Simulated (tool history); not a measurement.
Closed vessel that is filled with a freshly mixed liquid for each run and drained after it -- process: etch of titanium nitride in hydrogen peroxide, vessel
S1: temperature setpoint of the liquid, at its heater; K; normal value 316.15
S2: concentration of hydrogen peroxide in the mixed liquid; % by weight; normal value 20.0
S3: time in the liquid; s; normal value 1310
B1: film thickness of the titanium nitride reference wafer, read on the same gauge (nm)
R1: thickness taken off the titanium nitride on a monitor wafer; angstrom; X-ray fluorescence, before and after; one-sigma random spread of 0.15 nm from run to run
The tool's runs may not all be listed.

run   hour      S1    S2    S3      B1     R1
  1    0.0  316.15  18.5  1310  150.00  198.3
       7.8  -- gauge calibrated
  2   15.2  316.15  20.0  1310  150.01  198.6
  3   28.0  316.15  20.0   700  150.00  106.8
  4   35.8  316.15  20.0  1310  149.98  199.1
  5   51.4  316.15  20.0  1310  150.00  201.0
  6   66.4  316.15  20.0  1310  149.98  199.4
  7   74.6  316.15  20.0  1310  150.01  199.3
  8   86.0  322.65  21.5  1310  150.01  326.4
  9  102.5  311.65  25.0  1310  149.99  146.3
 10  120.3  316.15  18.0   585  150.01   86.5
 11  131.0  322.65  23.5  1060  150.01  269.6
     137.7  -- thermometer replaced
 12  138.2  316.15  16.0  1310  150.00  207.2
 13  154.8  316.15  16.0  1835  150.01  289.6
 14  163.8  316.15  18.5  1310  150.01  212.4
     164.8  -- peroxide flow meter replaced
 15  178.8  316.15  20.0   920  150.00  153.4
     192.9  -- new drum of peroxide connected
 16  194.9  316.15  18.0  1310  150.00  209.3
 17  202.4  321.65  17.0   895  150.00  213.3
 18  211.7  310.15  15.5  1015  149.99   99.3
 19  227.5  316.15  20.0  1310  149.99  213.5
 20  242.9  311.65  20.0  1610  149.98  187.9
 21  253.7  312.15  22.5  1855  150.00  231.6
 22  260.4  316.15  20.0  1310  150.01  216.7
 23  274.9  312.15  20.0  1310  150.00  157.8
 24  284.7  316.15  20.0  1310  149.99  216.4
 25  293.8  316.15  23.0  1310  149.98  222.5
 26  304.9  324.65  20.0   795  150.01  243.2
 27  313.4  323.15  23.0   745  150.01  210.8
 28  320.5  326.15  16.0   665  150.00  216.1
 29  336.8  316.15  25.5  1310  150.00  229.4
 30  349.3  307.15  20.0  1310  149.98  107.9

Branching from run 30: 3 alternative next runs. What would each branch give?
  A  350.3  316.15  20.0  1310   ?   ?
  B  350.3  310.15  22.0   670   ?   ?
  C  350.3  320.65  20.0  1310   ?   ?

run      B1     R1
  A  150.01  215.5
  B  150.01   70.8
  C  150.01  301.4
Take away the tool's hidden state, keep each run's random variation, and the runs would have read:
run     R1
  A  220.3
  B   72.5
  C  307.9
